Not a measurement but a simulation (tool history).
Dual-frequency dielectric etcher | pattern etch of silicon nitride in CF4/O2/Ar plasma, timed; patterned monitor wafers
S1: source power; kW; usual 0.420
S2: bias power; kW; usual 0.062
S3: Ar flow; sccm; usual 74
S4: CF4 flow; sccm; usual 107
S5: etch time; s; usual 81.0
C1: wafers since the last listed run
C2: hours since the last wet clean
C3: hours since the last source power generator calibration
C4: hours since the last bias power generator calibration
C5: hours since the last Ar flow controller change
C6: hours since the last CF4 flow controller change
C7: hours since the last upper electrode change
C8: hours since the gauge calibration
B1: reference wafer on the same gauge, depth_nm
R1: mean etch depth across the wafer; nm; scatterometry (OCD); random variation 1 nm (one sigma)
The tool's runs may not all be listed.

run 1 hour=0.0 | S1=0.420 S2=0.062 S3=74 S4=107 S5=81.0 | C1=0 C2=371.3 C3=3644.9 C4=3112.0 C5=4018.0 C6=2190.2 C7=3066.2 C8=286.9 | B1=171.5 | R1=151.2
run 2 hour=45.6 | S1=0.420 S2=0.062 S3=74 S4=107 S5=81.0 | C1=519 C2=416.9 C3=3690.5 C4=3157.6 C5=4063.6 C6=2235.8 C7=3111.8 C8=332.5 | B1=170.7 | R1=149.6
-- hour=117.9 wet clean of the chamber
run 3 hour=118.4 | S1=0.420 S2=0.062 S3=74 S4=107 S5=81.0 | C1=556 C2=0.5 C3=3763.3 C4=3230.4 C5=4136.4 C6=2308.6 C7=3184.6 C8=405.3 | B1=170.1 | R1=150.4
run 4 hour=154.5 | S1=0.420 S2=0.062 S3=74 S4=107 S5=81.0 | C1=411 C2=36.6 C3=3799.4 C4=3266.5 C5=4172.5 C6=2344.7 C7=3220.7 C8=441.4 | B1=169.7 | R1=149.0
run 5 hour=216.2 | S1=0.420 S2=0.062 S3=74 S4=107 S5=81.0 | C1=703 C2=98.3 C3=3861.1 C4=3328.2 C5=4234.2 C6=2406.4 C7=3282.4 C8=503.1 | B1=169.7 | R1=151.1
-- hour=294.5 Ar flow controller replaced
run 6 hour=308.4 | S1=0.420 S2=0.062 S3=74 S4=107 S5=81.0 | C1=982 C2=190.5 C3=3953.3 C4=3420.4 C5=13.9 C6=2498.6 C7=3374.6 C8=595.3 | B1=169.7 | R1=147.7
run 7 hour=338.6 | S1=0.420 S2=0.062 S3=74 S4=107 S5=81.0 | C1=344 C2=220.7 C3=3983.5 C4=3450.6 C5=44.1 C6=2528.8 C7=3404.8 C8=625.5 | B1=169.4 | R1=149.0
run 8 hour=381.6 | S1=0.420 S2=0.062 S3=74 S4=107 S5=81.0 | C1=489 C2=263.7 C3=4026.5 C4=3493.6 C5=87.1 C6=2571.8 C7=3447.8 C8=668.5 | B1=168.8 | R1=149.1
run 9 hour=419.9 | S1=0.420 S2=0.062 S3=74 S4=107 S5=81.0 | C1=436 C2=302.0 C3=4064.8 C4=3531.9 C5=125.4 C6=2610.1 C7=3486.1 C8=706.8 | B1=168.8 | R1=146.6
run 10 hour=454.0 | S1=0.420 S2=0.062 S3=74 S4=107 S5=81.0 | C1=388 C2=336.1 C3=4098.9 C4=3566.0 C5=159.5 C6=2644.2 C7=3520.2 C8=740.9 | B1=168.5 | R1=148.2
-- hour=485.4 source power generator calibrated
run 11 hour=511.2 | S1=0.460 S2=0.062 S3=74 S4=119 S5=88.5 | C1=606 C2=393.3 C3=25.8 C4=3623.2 C5=216.7 C6=2701.4 C7=3577.4 C8=798.1 | B1=168.1 | R1=177.5
run 12 hour=555.3 | S1=0.490 S2=0.062 S3=74 S4=107 S5=99.5 | C1=502 C2=437.4 C3=69.9 C4=3667.3 C5=260.8 C6=2745.5 C7=3621.5 C8=842.2 | B1=168.7 | R1=209.8
-- hour=578.8 CF4 flow controller replaced
run 13 hour=591.4 | S1=0.420 S2=0.062 S3=74 S4=86 S5=81.0 | C1=342 C2=473.5 C3=106.0 C4=3703.4 C5=296.9 C6=12.6 C7=3657.6 C8=878.3 | B1=168.8 | R1=142.2
run 14 hour=636.8 | S1=0.420 S2=0.062 S3=74 S4=107 S5=81.0 | C1=517 C2=518.9 C3=151.4 C4=3748.8 C5=342.3 C6=58.0 C7=3703.0 C8=923.7 | B1=168.5 | R1=148.2
-- hour=661.6 upper electrode replaced
-- hour=696.2 gauge calibrated
-- hour=729.7 bias power generator calibrated
-- hour=731.1 wet clean of the chamber
run 15 hour=743.6 | S1=0.370 S2=0.072 S3=74 S4=107 S5=81.0 | C1=882 C2=12.5 C3=258.2 C4=13.9 C5=449.1 C6=164.8 C7=82.0 C8=47.4 | B1=176.6 | R1=144.1
run 16 hour=806.8 | S1=0.470 S2=0.054 S3=67 S4=133 S5=81.0 | C1=720 C2=75.7 C3=321.4 C4=77.1 C5=512.3 C6=228.0 C7=145.2 C8=110.6 | B1=174.9 | R1=164.3
run 17 hour=834.1 | S1=0.420 S2=0.062 S3=74 S4=123 S5=81.0 | C1=311 C2=103.0 C3=348.7 C4=104.4 C5=539.6 C6=255.3 C7=172.5 C8=137.9 | B1=173.9 | R1=156.5
run 18 hour=875.9 | S1=0.330 S2=0.066 S3=74 S4=122 S5=100.0 | C1=476 C2=144.8 C3=390.5 C4=146.2 C5=581.4 C6=297.1 C7=214.3 C8=179.7 | B1=174.5 | R1=154.6
run 19 hour=924.2 | S1=0.420 S2=0.062 S3=74 S4=107 S5=81.0 | C1=550 C2=193.1 C3=438.8 C4=194.5 C5=629.7 C6=345.4 C7=262.6 C8=228.0 | B1=173.2 | R1=152.1
run 20 hour=1005.6 | S1=0.420 S2=0.062 S3=60 S4=107 S5=62.5 | C1=927 C2=274.5 C3=520.2 C4=275.9 C5=711.1 C6=426.8 C7=344.0 C8=309.4 | B1=172.3 | R1=119.6
run 21 hour=1047.1 | S1=0.420 S2=0.062 S3=74 S4=107 S5=81.0 | C1=472 C2=316.0 C3=561.7 C4=317.4 C5=752.6 C6=468.3 C7=385.5 C8=350.9 | B1=171.8 | R1=151.0
run 22 hour=1103.5 | S1=0.350 S2=0.062 S3=74 S4=85 S5=81.0 | C1=642 C2=372.4 C3=618.1 C4=373.8 C5=809.0 C6=524.7 C7=441.9 C8=407.3 | B1=171.3 | R1=121.8

Measured less the same run without the tool's hidden state. The same run-to-run variation is in both; the gauge's scatter may not be:
The hidden state here: etch rate over this chamber's usual, %; source power that arrives over what is set, %; bias power that arrives over what is set, %; Ar flow that arrives over what is set, %; CF4 flow that arrives over what is set, %; gauge reads high (%).
run=1 R1=-4.0
run=2 R1=-4.4
run=3 R1=-4.9
run=4 R1=-5.1
run=5 R1=-5.5
run=6 R1=-5.8
run=7 R1=-6.0
run=8 R1=-6.2
run=9 R1=-6.2
run=10 R1=-6.3
run=11 R1=-7.7
run=12 R1=-9.3
run=13 R1=-6.3
run=14 R1=-6.7
run=15 R1=-0.1
run=16 R1=-1.2
run=17 R1=-1.5
run=18 R1=-2.0
run=19 R1=-2.5
run=20 R1=-2.6
run=21 R1=-3.7
run=22 R1=-3.2
